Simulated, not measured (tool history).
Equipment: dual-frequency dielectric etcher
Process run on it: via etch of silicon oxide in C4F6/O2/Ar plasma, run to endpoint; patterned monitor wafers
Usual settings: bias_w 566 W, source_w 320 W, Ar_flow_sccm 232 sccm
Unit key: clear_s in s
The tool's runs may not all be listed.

run	hour	bias_w	source_w	Ar_flow_sccm	wafers since the last listed run	hours since the last wet clean	hours since the last bias power generator calibration	hours since the last source power generator calibration	hours since the last Ar flow controller change	hours since the last upper electrode change	incoming incoming film thickness, nm	clear_s
1	0	566	320	232	0	143.4	2378.7	1252.4	28	2513.6	106.1	24.4
2	91.5	566	320	232	1036	234.9	2470.2	1343.9	119.5	2605.1	105.9	24.1
3	183.8	489	320	232	1045	327.2	2562.5	1436.2	211.8	2697.4	105.9	24.6
4	239.7	489	320	232	633	383.1	2618.4	1492.1	267.7	2753.3	105.2	24.3
# hour 293.3: wet clean of the chamber
5	306.6	489	320	232	486	13.3	2685.3	1559	334.6	2820.2	105.1	25.7
6	382.3	566	320	232	857	89	2761	1634.7	410.3	2895.9	104.8	24.3
7	474.6	566	320	232	1045	181.3	2853.3	1727	502.6	2988.2	105	24.6
8	516.2	566	350	232	471	222.9	2894.9	1768.6	544.2	3029.8	105	23.4
9	572.7	566	320	232	640	279.4	2951.4	1825.1	600.7	3086.3	104.9	24.1
10	642.5	566	320	232	790	349.2	3021.2	1894.9	670.5	3156.1	105.7	24.1
# hour 720.3: upper electrode replaced, of another model than before
11	720.8	566	370	232	615	427.5	3099.5	1973.2	748.8	0.5	105.8	23.1
# hour 760.8: wet clean of the chamber
12	770.9	566	370	232	295	10.1	3149.6	2023.3	798.9	50.6	106	24.4
# hour 845.9: bias power generator calibrated
13	871	566	370	232	1088	110.2	25.1	2123.4	899	150.7	106.8	24
14	912.3	440	340	232	468	151.5	66.4	2164.7	940.3	192	105.4	25
15	995.8	566	320	232	946	235	149.9	2248.2	1023.8	275.5	105.7	24.5
16	1091.2	566	320	232	1081	330.4	245.3	2343.6	1119.2	370.9	106	24
17	1134.3	607	270	232	488	373.5	288.4	2386.7	1162.3	414	105.5	24.3
# hour 1205.9: source power generator calibrated
18	1214.6	675	320	264	864	453.8	368.7	8.7	1242.6	494.3	105.4	23.3
# hour 1292.1: wet clean of the chamber
19	1292.6	653	320	232	611	0.5	446.7	86.7	1320.6	572.3	106	24.7
20	1398.9	475	290	216	1204	106.8	553	193	1426.9	678.6	107	26.1
# hour 1446.3: Ar flow controller replaced
21	1453.9	675	320	264	555	161.8	608	248	7.6	733.6	106.4	24.9
22	1497.6	566	320	180	495	205.5	651.7	291.7	51.3	777.3	105.3	23.6
23	1557.7	566	280	232	681	265.6	711.8	351.8	111.4	837.4	104.8	24.8
24	1648.4	514	320	232	1027	356.3	802.5	442.5	202.1	928.1	106.3	24.7
25	1692.5	664	280	251	499	400.4	846.6	486.6	246.2	972.2	105.2	24.6
26	1742.2	465	320	272	563	450.1	896.3	536.3	295.9	1021.9	105.8	25.1
# hour 1811.4: wet clean of the chamber
27	1829.1	424	320	232	712	17.7	983.2	623.2	382.8	1108.8	105	25.6
28	1930.7	566	320	232	1151	119.3	1084.8	724.8	484.4	1210.4	105	24.7
29	1994.7	658	260	232	725	183.3	1148.8	788.8	548.4	1274.4	105.3	24.7
30	2049.8	566	380	232	624	238.4	1203.9	843.9	603.5	1329.5	104.8	23.4

Hidden condition of the tool, last listed run before each entry between runs versus first listed run after:
Between runs 4 and 5: wet clean of the chamber (hour 293.3)
  etch rate over this chamber's usual, %: 5.02 -> 0.274
  measured minus no-state result, clear_s: -1.2 -> -0.1 s
Between runs 10 and 11: upper electrode replaced, of another model than before (hour 720.3)
  etch rate over this chamber's usual, %: 3.76 -> 4.58
  measured minus no-state result, clear_s: -0.9 -> -1 s
Between runs 11 and 12: wet clean of the chamber (hour 760.8)
  etch rate over this chamber's usual, %: 4.58 -> 0.205
  measured minus no-state result, clear_s: -1 -> +0 s
Between runs 12 and 13: bias power generator calibrated (hour 845.9)
  etch rate over this chamber's usual, %: 0.205 -> 1.24
  measured minus no-state result, clear_s: +0 -> -0.3 s
Between runs 17 and 18: source power generator calibrated (hour 1205.9)
  etch rate over this chamber's usual, %: 3.98 -> 4.81
  measured minus no-state result, clear_s: -1 -> -1.1 s
Between runs 18 and 19: wet clean of the chamber (hour 1292.1)
  etch rate over this chamber's usual, %: 4.81 -> -0.401
  measured minus no-state result, clear_s: -1.1 -> +0.1 s
Between runs 20 and 21: Ar flow controller replaced (hour 1446.3)
  etch rate over this chamber's usual, %: 0.703 -> 1.27
  measured minus no-state result, clear_s: -0.2 -> -0.3 s
Between runs 26 and 27: wet clean of the chamber (hour 1811.4)
  etch rate over this chamber's usual, %: 4.27 -> 0.452
  measured minus no-state result, clear_s: -1.1 -> -0.1 s
